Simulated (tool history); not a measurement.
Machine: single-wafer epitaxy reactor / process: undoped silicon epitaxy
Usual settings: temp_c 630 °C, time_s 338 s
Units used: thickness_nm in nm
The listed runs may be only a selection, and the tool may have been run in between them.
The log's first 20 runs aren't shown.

run	hour	temp_c	time_s	read-back reference wafer on the same gauge, thickness_nm	thickness_nm
21	1783.3	641	402	40.434	56.706
22	1830.4	624	315	40.434	31.328
23	1921	630	338	40.28	38.432
24	1989	639	370	40.3	50.163
25	2086.3	625	294	40.197	29.96
26	2156.7	619	365	40.261	32.464
27	2234.4	630	338	40.165	38.09
28	2327.2	617	338	40.112	28.954
# hour 2351: gauge calibrated
29	2374.6	625	338	41.312	35.394
30	2416.1	639	364	41.305	50.432
31	2479.2	639	392	41.363	53.899
# hour 2493.2: pyrometer calibrated
32	2745.1	640	314	41.342	44.119
33	2813.1	639	376	41.28	51.904
34	2889.5	645	356	41.362	55.383
35	2970	630	338	41.249	38.998
36	3034.3	637	388	41.263	51.733
37	3132.6	642	388	41.197	56.532
38	3223.7	638	382	41.256	51.649
39	3305.2	630	338	41.182	38.929
40	3411.7	618	297	41.174	26.801
41	3473.4	644	379	41.141	58.204

Predict each of these 5 candidate next runs independently; none follows another, all start after run 41:
A	3473.9	630	338	?	?
B	3473.9	636	356	?	?
C	3473.9	619	372	?	?
D	3473.9	623	338	?	?
E	3473.9	630	380	?	?

run	read-back reference wafer on the same gauge, thickness_nm	thickness_nm
A	41.087	39.302
B	41.087	46.742
C	41.087	34.488
D	41.087	34.046
E	41.087	44.186
Had the tool no hidden state, the same runs would have come out as:
run	thickness_nm
A	39.343
B	46.79
C	34.524
D	34.081
E	44.232

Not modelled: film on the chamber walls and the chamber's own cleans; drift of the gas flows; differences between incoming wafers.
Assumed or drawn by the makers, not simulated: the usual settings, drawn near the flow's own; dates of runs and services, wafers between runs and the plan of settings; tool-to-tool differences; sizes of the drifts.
